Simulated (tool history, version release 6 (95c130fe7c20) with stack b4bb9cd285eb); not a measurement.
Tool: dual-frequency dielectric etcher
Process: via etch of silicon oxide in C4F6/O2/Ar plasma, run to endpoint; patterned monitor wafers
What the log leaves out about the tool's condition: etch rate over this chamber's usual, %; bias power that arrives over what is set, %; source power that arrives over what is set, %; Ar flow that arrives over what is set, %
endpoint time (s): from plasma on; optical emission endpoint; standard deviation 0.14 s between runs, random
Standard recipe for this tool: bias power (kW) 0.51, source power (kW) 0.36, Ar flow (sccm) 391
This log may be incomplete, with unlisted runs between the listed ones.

run   hour  bias power (kW)  source power (kW)  Ar flow (sccm)  wafers since the last listed run  hours since the last wet clean  hours since the last bias power generator calibration  hours since the last source power generator calibration  hours since the last Ar flow controller change  hours since the last upper electrode change  incoming incoming film thickness, nm  endpoint time (s)
  1      0             0.51               0.36             391                                 0                           437.1                                                 1731.6                                                   3085.8                                          2196.8                                       4939.4                                 132.3               30.1
  2   11.6             0.51               0.36             391                               157                           448.7                                                 1743.2                                                   3097.4                                          2208.4                                         4951                                 131.9               29.5
  3   20.5             0.51               0.36             391                               120                           457.6                                                 1752.1                                                   3106.3                                          2217.3                                       4959.9                                 132.7               29.9
  4   36.6             0.51               0.41             391                               218                           473.7                                                 1768.2                                                   3122.4                                          2233.4                                         4976                                 132.7               28.9
  5   46.5             0.51               0.36             440                               134                           483.6                                                 1778.1                                                   3132.3                                          2243.3                                       4985.9                                 129.8               29.6
  6   59.9             0.51               0.36             391                               181                             497                                                 1791.5                                                   3145.7                                          2256.7                                       4999.3                                 130.7               29.2
      87.7  -- wet clean of the chamber
  7   88.2             0.51               0.36             391                                58                             0.5                                                 1819.8                                                     3174                                            2285                                       5027.6                                 130.8               30.7
  8   88.5             0.51               0.36             391                                 4                             0.8                                                 1820.1                                                   3174.3                                          2285.3                                       5027.9                                 130.8               31.2
  9   88.8             0.51               0.36             391                                 4                             1.1                                                 1820.4                                                   3174.6                                          2285.6                                       5028.2                                 133.3               31.5
 10     94             0.51               0.36             391                                70                             6.3                                                 1825.6                                                   3179.8                                          2290.8                                       5033.4                                 130.9               30.8
 11  101.9             0.51               0.41             391                               107                            14.2                                                 1833.5                                                   3187.7                                          2298.7                                       5041.3                                 131.6               30.4
       137  -- source power generator calibrated
     144.8  -- Ar flow controller replaced
     156.2  -- upper electrode replaced
 12  156.7             0.51               0.36             431                               453                              69                                                 1888.3                                                     19.7                                            11.9                                          0.5                                 131.9               31.2
 13  159.7            0.607               0.36             354                                40                              72                                                 1891.3                                                     22.7                                            14.9                                          3.5                                 130.9               29.1
 14  173.4             0.51               0.45             391                               185                            85.7                                                   1905                                                     36.4                                            28.6                                         17.2                                 131.7               29.3
 15  180.1             0.51               0.32             391                                90                            92.4                                                 1911.7                                                     43.1                                            35.3                                         23.9                                 132.7               31.9
     186.6  -- bias power generator calibrated
 16  194.6            0.624                0.3             315                               142                           106.9                                                      8                                                     57.6                                            49.8                                         38.4                                 132.4               30.3
 17    209             0.51               0.36             391                               195                           121.3                                                   22.4                                                       72                                            64.2                                         52.8                                 133.1               30.9
 18  216.2            0.597               0.36             355                                97                           128.5                                                   29.6                                                     79.2                                            71.4                                           60                                 131.7               29.4
 19  228.3             0.51               0.36             391                               163                           140.6                                                   41.7                                                     91.3                                            83.5                                         72.1                                 130.8               30.8
 20  236.8             0.51               0.36             365                               115                           149.1                                                   50.2                                                     99.8                                              92                                         80.6                                 131.6               30.2

Hidden state or all else? Some run-to-run changes of endpoint time (s), split into what the settings, what came in and random variation would give without the hidden state, and what is left for the hidden state (with any gauge scatter that isn't in both results):
Run 6 -> 7: wet clean of the chamber. endpoint time (s) +1.5: hidden state +1.6, all else -0.1.
Run 11 -> 12: source power (kW) 0.41 -> 0.36, Ar flow (sccm) 391 -> 431, source power generator calibrated, Ar flow controller replaced, upper electrode replaced. endpoint time (s) +0.8: hidden state -0.2, all else +1.
Run 12 -> 13: bias power (kW) 0.51 -> 0.607, Ar flow (sccm) 431 -> 354. endpoint time (s) -2.1: hidden state +0.1, all else -2.2.
Run 14 -> 15: source power (kW) 0.45 -> 0.32. endpoint time (s) +2.6: hidden state -0.1, all else +2.7.
